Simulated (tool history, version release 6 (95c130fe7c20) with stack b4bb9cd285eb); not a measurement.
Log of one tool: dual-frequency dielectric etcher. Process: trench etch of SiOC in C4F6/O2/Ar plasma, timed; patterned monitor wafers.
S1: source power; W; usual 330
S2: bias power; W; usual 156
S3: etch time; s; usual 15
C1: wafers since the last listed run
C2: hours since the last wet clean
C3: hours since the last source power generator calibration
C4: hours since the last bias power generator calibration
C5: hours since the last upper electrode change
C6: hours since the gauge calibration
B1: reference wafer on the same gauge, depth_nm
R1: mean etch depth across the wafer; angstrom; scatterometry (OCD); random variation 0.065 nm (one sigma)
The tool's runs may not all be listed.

Run 1, hour 0: usual settings; C1 0; C2 420.4; C3 2075.8; C4 3198.1; C5 2341.9; C6 1519.3; B1 27.12. Result: R1 302.7 angstrom.
At hour 42.7: wet clean of the chamber.
Run 2, hour 75.3: usual settings; C1 746; C2 32.6; C3 2151.1; C4 3273.4; C5 2417.2; C6 1594.6; B1 27.1. Result: R1 297.5 angstrom.
Run 3, hour 122.4: usual settings but S2 168 W; C1 685; C2 79.7; C3 2198.2; C4 3320.5; C5 2464.3; C6 1641.7; B1 27.1. Result: R1 303.3 angstrom.
Run 4, hour 165.3: usual settings but S2 168 W; C1 624; C2 122.6; C3 2241.1; C4 3363.4; C5 2507.2; C6 1684.6; B1 27.11. Result: R1 303.3 angstrom.
Run 5, hour 228.2: usual settings but S2 168 W; C1 915; C2 185.5; C3 2304; C4 3426.3; C5 2570.1; C6 1747.5; B1 27.12. Result: R1 303.2 angstrom.
Run 6, hour 318.6: usual settings but S2 145 W; C1 1315; C2 275.9; C3 2394.4; C4 3516.7; C5 2660.5; C6 1837.9; B1 27.11. Result: R1 297.1 angstrom.
At hour 387.4: bias power generator calibrated.
Run 7, hour 391.2: usual settings but S2 145 W; C1 997; C2 348.5; C3 2467; C4 3.8; C5 2733.1; C6 1910.5; B1 27.1. Result: R1 299 angstrom.
Run 8, hour 483: usual settings but S2 145 W; C1 1335; C2 440.3; C3 2558.8; C4 95.6; C5 2824.9; C6 2002.3; B1 27.11. Result: R1 298.8 angstrom.
At hour 537.6: upper electrode replaced.
At hour 576.2: wet clean of the chamber.
Run 9, hour 581.6: usual settings; C1 736; C2 5.4; C3 2657.4; C4 194.2; C5 44; C6 2100.9; B1 27.11. Result: R1 298.9 angstrom.
Run 10, hour 661.8: usual settings but S1 290 W; C1 1166; C2 85.6; C3 2737.6; C4 274.4; C5 124.2; C6 2181.1; B1 27.11. Result: R1 286.5 angstrom.
Run 11, hour 702.1: usual settings but S1 290 W; C1 586; C2 125.9; C3 2777.9; C4 314.7; C5 164.5; C6 2221.4; B1 27.1. Result: R1 287.6 angstrom.
Run 12, hour 754.6: usual settings but S1 310 W, S3 17 s; C1 763; C2 178.4; C3 2830.4; C4 367.2; C5 217; C6 2273.9; B1 27.09. Result: R1 332.9 angstrom.
Run 13, hour 820.2: usual settings but S1 400 W; C1 954; C2 244; C3 2896; C4 432.8; C5 282.6; C6 2339.5; B1 27.1. Result: R1 321.1 angstrom.
Run 14, hour 892.2: usual settings; C1 1047; C2 316; C3 2968; C4 504.8; C5 354.6; C6 2411.5; B1 27.09. Result: R1 303.1 angstrom.
Run 15, hour 984.7: usual settings but S3 18 s; C1 1345; C2 408.5; C3 3060.5; C4 597.3; C5 447.1; C6 2504; B1 27.09. Result: R1 363.6 angstrom.
At hour 1018: wet clean of the chamber.
Run 16, hour 1024.8: usual settings but S1 350 W, S3 12.5 s; C1 234; C2 6.8; C3 3100.6; C4 637.4; C5 487.2; C6 2544.1; B1 27.09. Result: R1 253.5 angstrom.
Run 17, hour 1062.3: usual settings but S3 19 s; C1 545; C2 44.3; C3 3138.1; C4 674.9; C5 524.7; C6 2581.6; B1 27.1. Result: R1 379 angstrom.
Run 18, hour 1104.6: usual settings but S1 390 W, S2 188 W, S3 11 s; C1 615; C2 86.6; C3 3180.4; C4 717.2; C5 567; C6 2623.9; B1 27.1. Result: R1 241.6 angstrom.
At hour 1134.2: gauge calibrated.
Run 19, hour 1148.6: usual settings but S1 280 W, S2 186 W, S3 13 s; C1 640; C2 130.6; C3 3224.4; C4 761.2; C5 611; C6 14.4; B1 27.1. Result: R1 256.2 angstrom.
At hour 1196.6: source power generator calibrated.
Run 20, hour 1255.5: usual settings; C1 1496; C2 237.5; C3 58.9; C4 868.1; C5 717.9; C6 121.3; B1 27.08. Result: R1 298.4 angstrom.
Run 21, hour 1341.9: usual settings but S1 300 W, S2 132 W, S3 18 s; C1 1256; C2 323.9; C3 145.3; C4 954.5; C5 804.3; C6 207.7; B1 27.11. Result: R1 337.5 angstrom.
At hour 1430.7: wet clean of the chamber.
Run 22, hour 1431.2: usual settings but S3 12.5 s; C1 949; C2 0.5; C3 234.6; C4 1043.8; C5 893.6; C6 297; B1 27.1. Result: R1 247.9 angstrom.
Run 23, hour 1519.4: usual settings but S1 380 W; C1 1283; C2 88.7; C3 322.8; C4 1132; C5 981.8; C6 385.2; B1 27.09. Result: R1 313.3 angstrom.
Run 24, hour 1592.2: usual settings but S1 360 W, S2 182 W, S3 16.5 s; C1 1059; C2 161.5; C3 395.6; C4 1204.8; C5 1054.6; C6 458; B1 27.1. Result: R1 350.3 angstrom.
Run 25, hour 1673: usual settings; C1 1175; C2 242.3; C3 476.4; C4 1285.6; C5 1135.4; C6 538.8; B1 27.1. Result: R1 298.6 angstrom.
Run 26, hour 1723.1: usual settings but S1 380 W, S2 166 W, S3 18 s; C1 728; C2 292.4; C3 526.5; C4 1335.7; C5 1185.5; C6 588.9; B1 27.09. Result: R1 382.3 angstrom.
Run 27, hour 1778.1: usual settings but S1 270 W; C1 800; C2 347.4; C3 581.5; C4 1390.7; C5 1240.5; C6 643.9; B1 27.09. Result: R1 281.6 angstrom.
Run 28, hour 1816.7: usual settings; C1 561; C2 386; C3 620.1; C4 1429.3; C5 1279.1; C6 682.5; B1 27.08. Result: R1 302.6 angstrom.
At hour 1883.1: wet clean of the chamber.
Run 29, hour 1883.6: usual settings but S1 310 W, S2 194 W, S3 11 s; C1 624; C2 0.5; C3 687; C4 1496.2; C5 1346; C6 749.4; B1 27.09. Result: R1 223.3 angstrom.

4 ways to go on from here, each from the tool as it stands after run 29. What would each give?
Run A, hour 1884: usual settings; C1 5; C2 0.9; C3 687.4; C4 1496.6; C5 1346.4; C6 749.8; B1 ?. Result: R1 ?.
Run B, hour 1884: usual settings but S1 380 W, S2 182 W; C1 5; C2 0.9; C3 687.4; C4 1496.6; C5 1346.4; C6 749.8; B1 ?. Result: R1 ?.
Run C, hour 1884: usual settings but S1 360 W, S2 129 W; C1 5; C2 0.9; C3 687.4; C4 1496.6; C5 1346.4; C6 749.8; B1 ?. Result: R1 ?.
Run D, hour 1884: usual settings but S2 130 W, S3 13.5 s; C1 5; C2 0.9; C3 687.4; C4 1496.6; C5 1346.4; C6 749.8; B1 ?. Result: R1 ?.

run    B1     R1
  A  27.1  295.6
  B  27.1  319.3
  C  27.1  294.2
  D  27.1  257.5
Without the tool's hidden state the same runs would have given:
run     R1
  A    295
  B  318.7
  C  293.6
  D    257
